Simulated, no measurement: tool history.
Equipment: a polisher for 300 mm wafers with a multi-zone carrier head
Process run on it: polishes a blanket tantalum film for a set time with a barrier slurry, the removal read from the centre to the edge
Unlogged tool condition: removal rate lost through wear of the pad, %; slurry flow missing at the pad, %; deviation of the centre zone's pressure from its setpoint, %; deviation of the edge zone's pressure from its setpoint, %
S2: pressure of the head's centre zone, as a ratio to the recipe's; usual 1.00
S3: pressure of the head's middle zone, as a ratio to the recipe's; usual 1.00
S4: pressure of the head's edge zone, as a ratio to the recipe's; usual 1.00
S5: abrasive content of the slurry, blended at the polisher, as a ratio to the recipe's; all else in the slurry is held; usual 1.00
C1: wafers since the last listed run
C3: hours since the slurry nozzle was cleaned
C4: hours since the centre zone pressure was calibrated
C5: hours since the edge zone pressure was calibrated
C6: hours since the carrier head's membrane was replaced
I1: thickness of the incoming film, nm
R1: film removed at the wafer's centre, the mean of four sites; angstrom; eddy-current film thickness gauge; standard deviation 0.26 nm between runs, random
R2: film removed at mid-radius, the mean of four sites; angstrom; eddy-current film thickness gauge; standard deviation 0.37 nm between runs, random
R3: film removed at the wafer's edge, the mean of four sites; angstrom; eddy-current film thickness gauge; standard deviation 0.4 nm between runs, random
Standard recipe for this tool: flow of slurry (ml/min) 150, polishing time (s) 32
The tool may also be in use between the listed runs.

run 1 hour=0.0 | flow_of_slurry_(ml/min)=150 S2=1.00 S3=1.00 S4=1.00 S5=1.00 polishing_time_(s)=32 | C1=0 wafers_polished_on_this_pad=1891 C3=132.5 C4=549.6 C5=646.7 C6=588.2 | I1=273.0 | R1=372 R2=377 R3=384
-- hour=14.9 worn pad replaced by a new one
run 2 hour=45.3 | flow_of_slurry_(ml/min)=150 S2=1.00 S3=1.00 S4=1.00 S5=1.00 polishing_time_(s)=32 | C1=511 wafers_polished_on_this_pad=376 C3=177.8 C4=594.9 C5=692.0 C6=633.5 | I1=267.9 | R1=365 R2=384 R3=377
-- hour=96.7 slurry nozzle cleaned
run 3 hour=110.4 | flow_of_slurry_(ml/min)=150 S2=1.00 S3=1.00 S4=1.00 S5=1.00 polishing_time_(s)=32 | C1=793 wafers_polished_on_this_pad=1169 C3=13.7 C4=660.0 C5=757.1 C6=698.6 | I1=269.5 | R1=364 R2=378 R3=378
run 4 hour=166.0 | flow_of_slurry_(ml/min)=150 S2=1.00 S3=1.00 S4=1.00 S5=1.00 polishing_time_(s)=32 | C1=688 wafers_polished_on_this_pad=1857 C3=69.3 C4=715.6 C5=812.7 C6=754.2 | I1=268.3 | R1=368 R2=383 R3=383
-- hour=179.8 worn pad replaced by a new one
run 5 hour=235.3 | flow_of_slurry_(ml/min)=150 S2=1.00 S3=1.00 S4=1.00 S5=1.00 polishing_time_(s)=32 | C1=808 wafers_polished_on_this_pad=686 C3=138.6 C4=784.9 C5=882.0 C6=823.5 | I1=269.7 | R1=361 R2=381 R3=382
run 6 hour=274.4 | flow_of_slurry_(ml/min)=150 S2=1.00 S3=1.00 S4=1.00 S5=1.00 polishing_time_(s)=32 | C1=483 wafers_polished_on_this_pad=1169 C3=177.7 C4=824.0 C5=921.1 C6=862.6 | I1=269.3 | R1=366 R2=376 R3=372
-- hour=324.6 slurry nozzle cleaned
-- hour=326.5 worn pad replaced by a new one
run 7 hour=334.3 | flow_of_slurry_(ml/min)=150 S2=1.00 S3=1.00 S4=1.00 S5=1.00 polishing_time_(s)=32 | C1=704 wafers_polished_on_this_pad=95 C3=9.7 C4=883.9 C5=981.0 C6=922.5 | I1=267.7 | R1=356 R2=375 R3=386
run 8 hour=374.1 | flow_of_slurry_(ml/min)=150 S2=1.00 S3=1.00 S4=1.00 S5=1.00 polishing_time_(s)=32 | C1=492 wafers_polished_on_this_pad=588 C3=49.5 C4=923.7 C5=1020.8 C6=962.3 | I1=273.4 | R1=356 R2=385 R3=380
-- hour=381.9 edge zone pressure recalibrated
-- hour=404.6 centre zone pressure recalibrated
run 9 hour=431.1 | flow_of_slurry_(ml/min)=150 S2=1.00 S3=1.00 S4=1.00 S5=1.00 polishing_time_(s)=32 | C1=655 wafers_polished_on_this_pad=1244 C3=106.5 C4=26.5 C5=49.2 C6=1019.3 | I1=265.3 | R1=366 R2=385 R3=385
-- hour=476.3 worn pad replaced by a new one
run 10 hour=489.6 | flow_of_slurry_(ml/min)=150 S2=0.90 S3=1.00 S4=0.92 S5=1.15 polishing_time_(s)=28 | C1=674 wafers_polished_on_this_pad=164 C3=165.0 C4=85.0 C5=107.7 C6=1077.8 | I1=272.0 | R1=300 R2=347 R3=327
run 11 hour=517.6 | flow_of_slurry_(ml/min)=170 S2=1.00 S3=1.07 S4=1.00 S5=0.75 polishing_time_(s)=29 | C1=346 wafers_polished_on_this_pad=510 C3=193.0 C4=113.0 C5=135.7 C6=1105.8 | I1=266.7 | R1=318 R2=344 R3=324
run 12 hour=570.1 | flow_of_slurry_(ml/min)=150 S2=1.00 S3=1.00 S4=1.00 S5=1.00 polishing_time_(s)=32 | C1=649 wafers_polished_on_this_pad=1160 C3=245.5 C4=165.5 C5=188.2 C6=1158.3 | I1=268.6 | R1=369 R2=385 R3=384
-- hour=581.1 carrier head's membrane replaced by a new one, of another model than before
-- hour=610.4 slurry nozzle cleaned
run 13 hour=611.2 | flow_of_slurry_(ml/min)=150 S2=1.00 S3=1.00 S4=0.94 S5=1.00 polishing_time_(s)=32 | C1=434 wafers_polished_on_this_pad=1594 C3=0.8 C4=206.6 C5=229.3 C6=30.1 | I1=269.3 | R1=361 R2=387 R3=376
-- hour=628.8 worn pad replaced by a new one
run 14 hour=657.1 | flow_of_slurry_(ml/min)=180 S2=1.00 S3=0.88 S4=1.00 S5=1.25 polishing_time_(s)=25 | C1=518 wafers_polished_on_this_pad=350 C3=46.7 C4=252.5 C5=275.2 C6=76.0 | I1=270.6 | R1=310 R2=281 R3=322
run 15 hour=716.2 | flow_of_slurry_(ml/min)=150 S2=1.00 S3=1.00 S4=1.00 S5=1.00 polishing_time_(s)=32 | C1=731 wafers_polished_on_this_pad=1081 C3=105.8 C4=311.6 C5=334.3 C6=135.1 | I1=268.2 | R1=367 R2=374 R3=382
run 16 hour=745.7 | flow_of_slurry_(ml/min)=150 S2=0.94 S3=1.00 S4=1.00 S5=1.00 polishing_time_(s)=29 | C1=365 wafers_polished_on_this_pad=1446 C3=135.3 C4=341.1 C5=363.8 C6=164.6 | I1=267.7 | R1=295 R2=344 R3=346
-- hour=777.9 worn pad replaced by a new one
run 17 hour=781.8 | flow_of_slurry_(ml/min)=150 S2=1.00 S3=0.91 S4=1.09 S5=1.00 polishing_time_(s)=29 | C1=397 wafers_polished_on_this_pad=48 C3=171.4 C4=377.2 C5=399.9 C6=200.7 | I1=274.3 | R1=331 R2=311 R3=353
run 18 hour=835.0 | flow_of_slurry_(ml/min)=150 S2=1.00 S3=1.06 S4=1.00 S5=1.25 polishing_time_(s)=32 | C1=658 wafers_polished_on_this_pad=707 C3=224.6 C4=430.4 C5=453.1 C6=253.9 | I1=270.4 | R1=379 R2=427 R3=398

3 ways to go on from here, each from the tool as it stands after run 18. What would each give?
run A hour=835.4 | flow_of_slurry_(ml/min)=150 S2=1.00 S3=1.00 S4=1.00 S5=1.00 polishing_time_(s)=32 | C1=4 wafers_polished_on_this_pad=711 C3=225.0 C4=430.8 C5=453.5 C6=254.3 | I1=271.3 | R1=? R2=? R3=?
run B hour=835.4 | flow_of_slurry_(ml/min)=150 S2=1.00 S3=1.00 S4=0.91 S5=1.00 polishing_time_(s)=32 | C1=4 wafers_polished_on_this_pad=711 C3=225.0 C4=430.8 C5=453.5 C6=254.3 | I1=271.3 | R1=? R2=? R3=?
run C hour=835.4 | flow_of_slurry_(ml/min)=120 S2=1.00 S3=1.00 S4=1.00 S5=1.00 polishing_time_(s)=26 | C1=4 wafers_polished_on_this_pad=711 C3=225.0 C4=430.8 C5=453.5 C6=254.3 | I1=271.3 | R1=? R2=? R3=?

run=A R1=360 R2=380 R3=385
run=B R1=360 R2=380 R3=375
run=C R1=275 R2=293 R3=301
What these runs would have given with no unlogged condition in the tool:
run=A R1=371 R2=380 R3=385
run=B R1=371 R2=380 R3=375
run=C R1=284 R2=293 R3=301
